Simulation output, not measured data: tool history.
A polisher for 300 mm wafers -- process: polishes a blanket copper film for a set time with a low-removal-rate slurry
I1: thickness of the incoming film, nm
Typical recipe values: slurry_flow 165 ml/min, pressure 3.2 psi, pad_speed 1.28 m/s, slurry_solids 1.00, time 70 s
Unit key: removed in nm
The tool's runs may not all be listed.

Run 1, hour 0.0: usual settings; I1 1443.2. Result: removed 353.9 nm.
Run 2, hour 70.9: usual settings but slurry_flow 200 ml/min; I1 1449.3. Result: removed 364.6 nm.
Run 3, hour 146.1: usual settings but slurry_flow 200 ml/min; I1 1456.2. Result: removed 354.7 nm.
At hour 206.2: slurry nozzle cleaned.
At hour 243.2: worn pad replaced by a new one.
Run 4, hour 243.7: usual settings but slurry_flow 125 ml/min; I1 1446.8. Result: removed 342.1 nm.
Run 5, hour 322.4: usual settings but slurry_flow 125 ml/min; I1 1449.5. Result: removed 342.1 nm.
Run 6, hour 368.3: usual settings but slurry_solids 0.90; I1 1452.9. Result: removed 345.1 nm.
Run 7, hour 453.3: usual settings; I1 1467.5. Result: removed 350.2 nm.
At hour 483.0: worn pad replaced by a new one.
Run 8, hour 519.9: usual settings; I1 1439.7. Result: removed 368.5 nm.
At hour 533.0: slurry blender recalibrated.
Run 9, hour 612.1: usual settings but pressure 3.8 psi, slurry_solids 1.15, time 82 s; I1 1472.4. Result: removed 515.6 nm.
Run 10, hour 653.0: usual settings but slurry_flow 145 ml/min, slurry_solids 0.90; I1 1442.3. Result: removed 332.5 nm.
At hour 698.3: slurry nozzle cleaned.
At hour 725.7: worn pad replaced by a new one.
Run 11, hour 747.7: usual settings; I1 1447.5. Result: removed 374.8 nm.
At hour 765.8: head pressure recalibrated.
Run 12, hour 840.2: usual settings but pressure 2.7 psi, pad_speed 1.54 m/s, slurry_solids 0.90; I1 1438.8. Result: removed 315.7 nm.
Run 13, hour 905.6: usual settings but slurry_solids 0.90; I1 1450.7. Result: removed 327.1 nm.
At hour 927.0: worn pad replaced by a new one.
Run 14, hour 958.3: usual settings but slurry_flow 145 ml/min; I1 1470.2. Result: removed 342.1 nm.
At hour 976.7: slurry blender recalibrated.
Run 15, hour 1029.6: usual settings but pressure 2.4 psi; I1 1416.3. Result: removed 255.2 nm.
Run 16, hour 1074.6: usual settings but slurry_flow 125 ml/min; I1 1435.5. Result: removed 330.1 nm.

Here are 5 independent what-if runs from the current tool condition. What would each one return?
Run A, hour 1075.0: usual settings; I1 1446.8. Result: removed ?.
Run B, hour 1075.0: usual settings but slurry_flow 200 ml/min, slurry_solids 0.75, time 57 s; I1 1446.8. Result: removed ?.
Run C, hour 1075.0: usual settings but pressure 2.9 psi, pad_speed 1.64 m/s, slurry_solids 0.90; I1 1446.8. Result: removed ?.
Run D, hour 1075.0: usual settings but pressure 3.9 psi; I1 1446.8. Result: removed ?.
Run E, hour 1075.0: usual settings but pressure 2.3 psi; I1 1446.8. Result: removed ?.

run  removed
  A    339.9
  B    260.2
  C    365.5
  D    414.2
  E    244.3
Stripped of hidden state, with their random variation kept, the same runs would have yielded:
run  removed
  A    345.9
  B    264.8
  C    371.9
  D    421.6
  E    248.6
